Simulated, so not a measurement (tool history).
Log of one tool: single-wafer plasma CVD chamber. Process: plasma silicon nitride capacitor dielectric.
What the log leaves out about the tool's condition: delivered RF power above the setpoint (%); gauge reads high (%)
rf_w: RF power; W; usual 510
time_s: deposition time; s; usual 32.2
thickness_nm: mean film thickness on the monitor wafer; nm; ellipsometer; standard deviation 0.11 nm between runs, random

run	hour	rf_w	time_s	wafers since the last listed run	hours since the last RF generator calibration	hours since the showerhead was replaced	hours since the gauge calibration	read-back reference wafer on the same gauge, thickness_nm	thickness_nm
1	0.0	510	32.2	0	326.6	3973.2	1880.2	51.289	51.186
2	76.9	510	32.2	915	403.5	4050.1	1957.1	51.272	51.099
3	143.1	510	32.2	788	469.7	4116.3	2023.3	51.310	51.138
4	183.6	510	32.2	482	510.2	4156.8	2063.8	51.299	51.067
5	286.3	535	33.8	1222	612.9	4259.5	2166.5	51.320	54.728
6	390.4	535	33.8	1239	717.0	4363.6	2270.6	51.314	54.616
7	491.9	535	33.8	1208	818.5	4465.1	2372.1	51.280	54.361
# hour 540.4: gauge calibrated
8	573.1	510	32.2	966	899.7	4546.3	32.7	51.305	50.866
9	634.4	510	32.2	729	961.0	4607.6	94.0	51.300	50.679
10	706.4	510	32.2	857	1033.0	4679.6	166.0	51.287	50.526
11	797.0	510	32.2	1078	1123.6	4770.2	256.6	51.309	50.559
12	878.4	560	32.2	969	1205.0	4851.6	338.0	51.299	52.611
# hour 965.3: RF generator calibrated
13	985.0	560	32.2	1173	19.7	4958.2	444.6	51.310	53.080
14	1054.3	510	34.0	825	89.0	5027.5	513.9	51.301	53.910
15	1147.0	560	36.0	1103	181.7	5120.2	606.6	51.280	59.588
16	1202.5	560	36.0	660	237.2	5175.7	662.1	51.309	59.350
17	1273.5	510	32.2	845	308.2	5246.7	733.1	51.306	51.177
# hour 1295.3: showerhead replaced, of another model than before
18	1482.3	510	32.2	2390	517.0	187.0	941.9	51.298	50.989
19	1537.1	510	32.2	652	571.8	241.8	996.7	51.285	51.276
20	1730.0	510	32.2	2296	764.7	434.7	1189.6	51.301	51.055
21	1781.1	480	29.8	608	815.8	485.8	1240.7	51.286	46.398
22	1851.5	415	32.2	838	886.2	556.2	1311.1	51.288	47.475
23	1939.0	510	36.7	1041	973.7	643.7	1398.6	51.336	57.854
24	1983.4	510	32.2	528	1018.1	688.1	1443.0	51.307	50.806
25	2039.6	510	35.8	669	1074.3	744.3	1499.2	51.296	56.726
# hour 2065.5: RF generator calibrated
26	2086.4	510	32.2	461	20.9	791.1	1546.0	51.294	51.089
27	2191.5	420	36.2	1251	126.0	896.2	1651.1	51.292	53.926
28	2298.2	535	33.8	1270	232.7	1002.9	1757.8	51.295	54.531
29	2393.8	510	32.2	1138	328.3	1098.5	1853.4	51.317	51.101
30	2474.1	435	34.3	956	408.6	1178.8	1933.7	51.274	51.750
31	2526.3	510	32.2	621	460.8	1231.0	1985.9	51.294	51.230
32	2593.2	510	27.8	796	527.7	1297.9	2052.8	51.303	44.182
# hour 2645.8: gauge calibrated
33	2738.9	425	32.2	1734	673.4	1443.6	93.1	51.293	48.108
34	2810.6	595	30.1	853	745.1	1515.3	164.8	51.285	50.113
35	2888.0	510	32.2	921	822.5	1592.7	242.2	51.296	51.018
36	2936.9	510	32.2	582	871.4	1641.6	291.1	51.300	51.053
37	3033.3	560	36.0	1147	967.8	1738.0	387.5	51.291	58.728
# hour 3068.5: RF generator calibrated
38	3107.9	485	28.2	792	39.4	1812.6	462.1	51.314	44.195
39	3179.2	605	25.9	848	110.7	1883.9	533.4	51.302	43.547
40	3220.4	450	32.2	490	151.9	1925.1	574.6	51.286	49.100
41	3328.1	460	32.2	1282	259.6	2032.8	682.3	51.313	49.564
42	3415.5	590	36.8	1040	347.0	2120.2	769.7	51.295	61.132
43	3514.7	510	32.2	1181	446.2	2219.4	868.9	51.318	50.966

Forecast each of these 4 alternatives for the next run:
A	3515.1	590	32.2	4	446.6	2219.8	869.3	?	?
B	3515.1	555	26.7	4	446.6	2219.8	869.3	?	?
C	3515.1	550	38.3	4	446.6	2219.8	869.3	?	?
D	3515.1	600	32.2	4	446.6	2219.8	869.3	?	?

run	read-back reference wafer on the same gauge, thickness_nm	thickness_nm
A	51.320	53.721
B	51.320	43.663
C	51.320	62.447
D	51.320	54.016
Without the tool's hidden state the same runs would have given:
run	thickness_nm
A	53.783
B	43.714
C	62.520
D	54.079

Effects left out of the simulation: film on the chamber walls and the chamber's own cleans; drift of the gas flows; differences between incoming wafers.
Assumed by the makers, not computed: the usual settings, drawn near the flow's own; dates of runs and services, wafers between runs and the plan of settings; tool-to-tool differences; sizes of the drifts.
